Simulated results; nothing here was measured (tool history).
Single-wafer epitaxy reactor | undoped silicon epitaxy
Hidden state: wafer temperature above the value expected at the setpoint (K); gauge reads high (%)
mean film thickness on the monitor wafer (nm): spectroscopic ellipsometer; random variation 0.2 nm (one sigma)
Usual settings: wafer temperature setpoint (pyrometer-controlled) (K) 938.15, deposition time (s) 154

| run | day | wafer temperature setpoint (pyrometer-controlled) (K) | deposition time (s) | wafers since the last listed run | hours since the last pyrometer calibration | hours since the gauge calibration | read-back reference wafer on the same gauge, thickness_nm | mean film thickness on the monitor wafer (nm) |
|---|---|---|---|---|---|---|---|---|
| 1 | 0 | 938.15 | 154 | 0 | 720.2 | 13 | 33.179 | 35.013 |
| 2 | 0.529 | 938.15 | 154 | 152 | 732.9 | 25.7 | 33.256 | 34.718 |
| 3 | 2.021 | 938.15 | 138 | 429 | 768.7 | 61.5 | 33.215 | 31.204 |
| 4 | 2.85 | 938.15 | 138 | 238 | 788.6 | 81.4 | 33.186 | 31.051 |
| 5 | 3.804 | 938.15 | 131 | 274 | 811.5 | 104.3 | 33.177 | 29.987 |
| 6 | 4.471 | 938.15 | 131 | 191 | 827.5 | 120.3 | 33.24 | 30.198 |
| 7 | 5.179 | 938.15 | 134 | 203 | 844.5 | 137.3 | 33.237 | 30.82 |
| 8 | 6.358 | 938.15 | 134 | 339 | 872.8 | 165.6 | 33.22 | 30.547 |
| 9 | 7.621 | 938.15 | 134 | 363 | 903.1 | 195.9 | 33.189 | 30.567 |
| 10 | 8.8 | 938.15 | 154 | 339 | 931.4 | 224.2 | 33.197 | 35.152 |
| 11 | 10.212 | 938.15 | 171 | 406 | 965.3 | 258.1 | 33.211 | 38.318 |
| 12 | 10.717 | 938.15 | 154 | 145 | 977.4 | 270.2 | 33.168 | 34.857 |
| 13 | 11.346 | 938.15 | 154 | 181 | 992.5 | 285.3 | 33.207 | 35.166 |
| 14 | 11.867 | 938.15 | 154 | 149 | 1005 | 297.8 | 33.164 | 34.769 |
| 15 | 12.496 | 938.15 | 154 | 181 | 1020.1 | 312.9 | 33.18 | 34.928 |
| 16 | 13.033 | 938.15 | 154 | 154 | 1033 | 325.8 | 33.198 | 34.995 |
| 17 | 16.804 | 938.15 | 154 | 1084 | 1123.5 | 416.3 | 33.191 | 35.075 |
| 18 | 18.154 | 938.15 | 154 | 388 | 1155.9 | 448.7 | 33.241 | 34.821 |
| 19 | 19.162 | 938.15 | 154 | 290 | 1180.1 | 472.9 | 33.189 | 34.665 |
| 20 | 20.467 | 938.15 | 154 | 375 | 1211.4 | 504.2 | 33.173 | 35.213 |
| 21 | 21.121 | 938.15 | 154 | 188 | 1227.1 | 519.9 | 33.24 | 34.725 |
| 22 | 22.4 | 938.15 | 154 | 368 | 1257.8 | 550.6 | 33.21 | 35.095 |
| 23 | 23.058 | 938.15 | 154 | 189 | 1273.6 | 566.4 | 33.187 | 34.934 |
| 24 | 24.554 | 938.15 | 154 | 430 | 1309.5 | 602.3 | 33.208 | 35.255 |
|  | 25.438 | pyrometer calibrated |
| 25 | 25.458 | 938.15 | 154 | 164 | 0.5 | 624 | 33.176 | 34.823 |
| 26 | 25.958 | 946.15 | 183 | 143 | 12.5 | 636 | 33.186 | 50.95 |
| 27 | 27.454 | 938.15 | 154 | 430 | 48.4 | 671.9 | 33.203 | 35.088 |
| 28 | 28.854 | 925.15 | 163 | 402 | 82 | 705.5 | 33.267 | 26.919 |
| 29 | 29.854 | 938.15 | 134 | 287 | 106 | 729.5 | 33.241 | 30.293 |
| 30 | 30.846 | 926.15 | 136 | 285 | 129.8 | 753.3 | 33.182 | 22.901 |
| 31 | 32.158 | 938.15 | 154 | 377 | 161.3 | 784.8 | 33.237 | 34.828 |
| 32 | 33.346 | 949.15 | 154 | 341 | 189.8 | 813.3 | 33.199 | 44.878 |
| 33 | 33.962 | 931.15 | 184 | 177 | 204.6 | 828.1 | 33.255 | 35.31 |
|  | 36.254 | gauge calibrated |
| 34 | 37.229 | 932.15 | 169 | 939 | 283 | 23.4 | 33.165 | 33.043 |
| 35 | 38.483 | 952.15 | 138 | 360 | 313.1 | 53.5 | 33.165 | 43.268 |
| 36 | 39.3 | 925.15 | 176 | 234 | 332.7 | 73.1 | 33.225 | 28.93 |
| 37 | 40.175 | 950.15 | 154 | 251 | 353.7 | 94.1 | 33.217 | 46.478 |
| 38 | 41.654 | 924.15 | 162 | 425 | 389.2 | 129.6 | 33.213 | 26.087 |
| 39 | 43.117 | 952.15 | 169 | 420 | 424.3 | 164.7 | 33.208 | 53.703 |
| 40 | 44.521 | 938.15 | 154 | 403 | 458 | 198.4 | 33.198 | 35.171 |
| 41 | 45.771 | 938.15 | 154 | 359 | 488 | 228.4 | 33.198 | 34.802 |
| 42 | 47.042 | 946.15 | 154 | 365 | 518.5 | 258.9 | 33.161 | 42.755 |
| 43 | 47.854 | 938.15 | 129 | 233 | 538 | 278.4 | 33.214 | 29.737 |
| 44 | 50.446 | 938.15 | 154 | 745 | 600.2 | 340.6 | 33.204 | 35.015 |
| 45 | 51.008 | 938.15 | 154 | 161 | 613.7 | 354.1 | 33.263 | 35.154 |
| 46 | 55.288 | 938.15 | 145 | 1231 | 716.4 | 456.8 | 33.214 | 33.203 |

How the hidden state differs across the entries between the runs, from the last listed run before each to the first after it:
Between runs 24 and 25: pyrometer calibrated (day 25.438)
  no hidden state differs between the two runs
Between runs 33 and 34: gauge calibrated (day 36.254)
  no hidden state differs between the two runs

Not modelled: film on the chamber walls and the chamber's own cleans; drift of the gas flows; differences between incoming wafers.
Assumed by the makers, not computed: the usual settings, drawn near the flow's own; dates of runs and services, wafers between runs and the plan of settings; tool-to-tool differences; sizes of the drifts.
